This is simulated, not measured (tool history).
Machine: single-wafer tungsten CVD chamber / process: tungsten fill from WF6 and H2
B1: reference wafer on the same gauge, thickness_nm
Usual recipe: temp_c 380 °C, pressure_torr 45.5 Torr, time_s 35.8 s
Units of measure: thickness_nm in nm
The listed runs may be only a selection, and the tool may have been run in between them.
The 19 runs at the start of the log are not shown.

run 20 day=21.029 | temp_c=380 pressure_torr=45.5 time_s=35.8 | B1=93.931 | thickness_nm=81.742
-- day=25.008 thermocouple changed; heater temperature recalibrated
run 21 day=25.029 | temp_c=392 pressure_torr=48.5 time_s=33.1 | B1=93.969 | thickness_nm=107.573
run 22 day=26.046 | temp_c=391 pressure_torr=40.6 time_s=38.3 | B1=94.068 | thickness_nm=113.102
run 23 day=26.575 | temp_c=390 pressure_torr=45.5 time_s=39.1 | B1=94.012 | thickness_nm=117.841
run 24 day=27.767 | temp_c=374 pressure_torr=37.3 time_s=33.0 | B1=94.079 | thickness_nm=63.523
run 25 day=28.879 | temp_c=380 pressure_torr=48.9 time_s=35.8 | B1=94.065 | thickness_nm=88.201
run 26 day=29.812 | temp_c=380 pressure_torr=50.2 time_s=35.8 | B1=94.042 | thickness_nm=88.535
run 27 day=30.783 | temp_c=394 pressure_torr=45.5 time_s=39.4 | B1=94.077 | thickness_nm=128.120
run 28 day=31.796 | temp_c=380 pressure_torr=45.5 time_s=35.8 | B1=93.927 | thickness_nm=84.292
run 29 day=32.383 | temp_c=369 pressure_torr=38.8 time_s=31.7 | B1=93.978 | thickness_nm=54.217
run 30 day=32.912 | temp_c=390 pressure_torr=45.5 time_s=35.8 | B1=93.985 | thickness_nm=105.752
run 31 day=33.646 | temp_c=380 pressure_torr=45.5 time_s=35.8 | B1=93.906 | thickness_nm=84.903
run 32 day=35.071 | temp_c=369 pressure_torr=51.2 time_s=29.3 | B1=93.994 | thickness_nm=55.589
run 33 day=36.283 | temp_c=367 pressure_torr=49.2 time_s=35.8 | B1=94.054 | thickness_nm=63.286
run 34 day=37.725 | temp_c=380 pressure_torr=45.5 time_s=35.8 | B1=93.967 | thickness_nm=83.456
run 35 day=38.300 | temp_c=380 pressure_torr=49.5 time_s=29.4 | B1=93.977 | thickness_nm=70.721

Here are 3 independent what-if runs from the current tool condition. What would each one return?
run A day=38.317 | temp_c=380 pressure_torr=49.3 time_s=35.8 | B1=? | thickness_nm=?
run B day=38.317 | temp_c=369 pressure_torr=45.5 time_s=30.5 | B1=? | thickness_nm=?
run C day=38.317 | temp_c=370 pressure_torr=56.3 time_s=37.6 | B1=? | thickness_nm=?

run=A B1=93.957 thickness_nm=86.280
run=B B1=93.957 thickness_nm=54.690
run=C B1=93.957 thickness_nm=75.373
Without the tool's hidden state the same runs would have given:
run=A thickness_nm=90.306
run=B thickness_nm=57.310
run=C thickness_nm=78.927
